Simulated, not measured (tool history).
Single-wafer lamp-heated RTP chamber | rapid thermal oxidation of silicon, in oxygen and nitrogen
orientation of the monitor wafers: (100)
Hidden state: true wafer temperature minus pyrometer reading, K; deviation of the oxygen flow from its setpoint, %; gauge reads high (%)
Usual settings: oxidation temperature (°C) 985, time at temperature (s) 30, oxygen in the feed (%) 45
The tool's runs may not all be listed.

run    hour  oxidation temperature (°C)  time at temperature (s)  oxygen in the feed (%)  wafers since the last listed run  wafers since the last pyrometer calibration  hours since the oxygen flow controller was replaced  hours since the gauge calibration  read-back reference wafer on the same gauge, thickness  oxide thickness on the monitor wafer (Å)
  1     0.0                         985                       41                      45                                 0                                          502                                                565.8                              509.9                                                   2.410                                     32.25
  2   235.2                         985                       41                      45                              1790                                         2292                                                801.0                              745.1                                                   2.411                                     32.27
  3   294.2                         997                       30                      45                               449                                         2742                                                860.0                              804.1                                                   2.408                                     30.91
  4   342.2                         997                       30                      45                               365                                         3107                                                908.0                              852.1                                                   2.411                                     30.94
  5   474.1                         997                       30                      45                              1004                                         4111                                               1039.9                              984.0                                                   2.409                                     30.85
  6   539.0                         985                       30                      45                               494                                         4606                                               1104.8                             1048.9                                                   2.410                                     28.92
      551.0  -- pyrometer window cleaned and pyrometer calibrated
  7   611.2                         985                       30                      45                               488                                          458                                               1177.0                             1121.1                                                   2.413                                     28.96
  8   718.3                         985                       30                      45                               815                                         1273                                               1284.1                             1228.2                                                   2.409                                     28.93
  9   795.6                         985                       30                      45                               588                                         1862                                               1361.4                             1305.5                                                   2.409                                     28.99
 10   892.9                         985                       30                      45                               740                                         2603                                               1458.7                             1402.8                                                   2.407                                     28.85
 11   948.7                        1003                       30                      39                               424                                         3027                                               1514.5                             1458.6                                                   2.410                                     30.69
 12  1054.3                         985                       30                      45                               804                                         3832                                               1620.1                             1564.2                                                   2.408                                     28.94
 13  1159.8                         985                       30                      45                               803                                         4635                                               1725.6                             1669.7                                                   2.410                                     28.94
     1193.8  -- pyrometer window cleaned and pyrometer calibrated
 14  1263.9                         985                       30                      45                               731                                          533                                               1829.7                             1773.8                                                   2.411                                     28.92
 15  1370.2                         985                       30                      36                               809                                         1343                                               1936.0                             1880.1                                                   2.409                                     27.33
 16  1415.3                         985                       30                      53                               343                                         1686                                               1981.1                             1925.2                                                   2.410                                     30.09
 17  1490.7                         985                       19                      57                               574                                         2260                                               2056.5                             2000.6                                                   2.410                                     26.65
 18  1572.3                         985                       30                      45                               621                                         2881                                               2138.1                             2082.2                                                   2.411                                     28.95
 19  1633.9                        1000                       42                      45                               469                                         3350                                               2199.7                             2143.8                                                   2.410                                     35.64
     1672.8  -- oxygen flow controller replaced
 20  1690.3                         985                       30                      45                               368                                         3719                                                 17.5                             2200.2                                                   2.410                                     29.15
     1775.1  -- pyrometer window cleaned and pyrometer calibrated
 21  1788.7                        1011                       30                      45                               688                                          103                                                115.9                             2298.6                                                   2.410                                     33.89
 22  1844.6                         985                       30                      45                               425                                          528                                                171.8                             2354.5                                                   2.409                                     29.01
 23  1921.9                         962                       30                      74                               588                                         1117                                                249.1                             2431.8                                                   2.409                                     28.99
 24  2082.1                         985                       30                      45                              1219                                         2337                                                409.3                             2592.0                                                   2.410                                     29.00
     2091.0  -- gauge calibrated
 25  2138.6                         985                       30                      45                               430                                         2767                                                465.8                               47.6                                                   2.410                                     29.00
 26  2242.0                         985                       45                      33                               787                                         3554                                                569.2                              151.0                                                   2.410                                     30.79
 27  2330.5                        1004                       38                      66                               673                                         4228                                                657.7                              239.5                                                   2.411                                     40.01
 28  2386.9                         957                       26                      45                               429                                         4657                                                714.1                              295.9                                                   2.409                                     24.42
     2397.1  -- pyrometer window cleaned and pyrometer calibrated
 29  2434.9                        1000                       41                      72                               304                                          288                                                762.1                              343.9                                                   2.407                                     41.41
 30  2521.2                        1003                       34                      45                               657                                          945                                                848.4                              430.2                                                   2.412                                     33.58
 31  2600.2                         985                       30                      45                               601                                         1546                                                927.4                              509.2                                                   2.408                                     28.96
 32  2693.1                        1000                       41                      72                               707                                         2254                                               1020.3                              602.1                                                   2.407                                     41.34
 33  2764.8                         985                       42                      45                               545                                         2800                                               1092.0                              673.8                                                   2.409                                     32.50
 34  2801.7                         985                       39                      57                               280                                         3081                                               1128.9                              710.7                                                   2.411                                     33.98
 35  2852.6                         977                       43                      74                               387                                         3468                                               1179.8                              761.6                                                   2.407                                     36.15
 36  2924.0                         985                       24                      45                               543                                         4012                                               1251.2                              833.0                                                   2.412                                     27.02
     2976.4  -- pyrometer window cleaned and pyrometer calibrated
 37  2996.9                        1010                       21                      32                               494                                          156                                               1324.1                              905.9                                                   2.409                                     27.14

Hidden state at the last listed run before each entry between runs and at the first one after, where it differs:
Between runs 6 and 7: pyrometer window cleaned and pyrometer calibrated (hour 551.0)
  deviation of the oxygen flow from its setpoint, %: -6.72 -> -6.86
  measured less the result without the state, oxide thickness on the monitor wafer (Å): -0.28 -> -0.29
Between runs 13 and 14: pyrometer window cleaned and pyrometer calibrated (hour 1193.8)
  deviation of the oxygen flow from its setpoint, %: -7.58 -> -7.66
  measured less the result without the state, oxide thickness on the monitor wafer (Å): -0.31 -> -0.32
Between runs 19 and 20: oxygen flow controller replaced (hour 1672.8)
  deviation of the oxygen flow from its setpoint, %: -7.88 -> -0.651
  measured less the result without the state, oxide thickness on the monitor wafer (Å): -0.50 -> -0.03
Between runs 20 and 21: pyrometer window cleaned and pyrometer calibrated (hour 1775.1)
  deviation of the oxygen flow from its setpoint, %: -0.651 -> -1.51
  measured less the result without the state, oxide thickness on the monitor wafer (Å): -0.03 -> -0.08
Between runs 24 and 25: gauge calibrated (hour 2091.0)
  deviation of the oxygen flow from its setpoint, %: -3.48 -> -3.78
  measured less the result without the state, oxide thickness on the monitor wafer (Å): -0.14 -> -0.15
Between runs 28 and 29: pyrometer window cleaned and pyrometer calibrated (hour 2397.1)
  deviation of the oxygen flow from its setpoint, %: -4.83 -> -5
  measured less the result without the state, oxide thickness on the monitor wafer (Å): -0.12 -> -0.20
Between runs 36 and 37: pyrometer window cleaned and pyrometer calibrated (hour 2976.4)
  deviation of the oxygen flow from its setpoint, %: -6.18 -> -6.3
  measured less the result without the state, oxide thickness on the monitor wafer (Å): -0.21 -> -0.28

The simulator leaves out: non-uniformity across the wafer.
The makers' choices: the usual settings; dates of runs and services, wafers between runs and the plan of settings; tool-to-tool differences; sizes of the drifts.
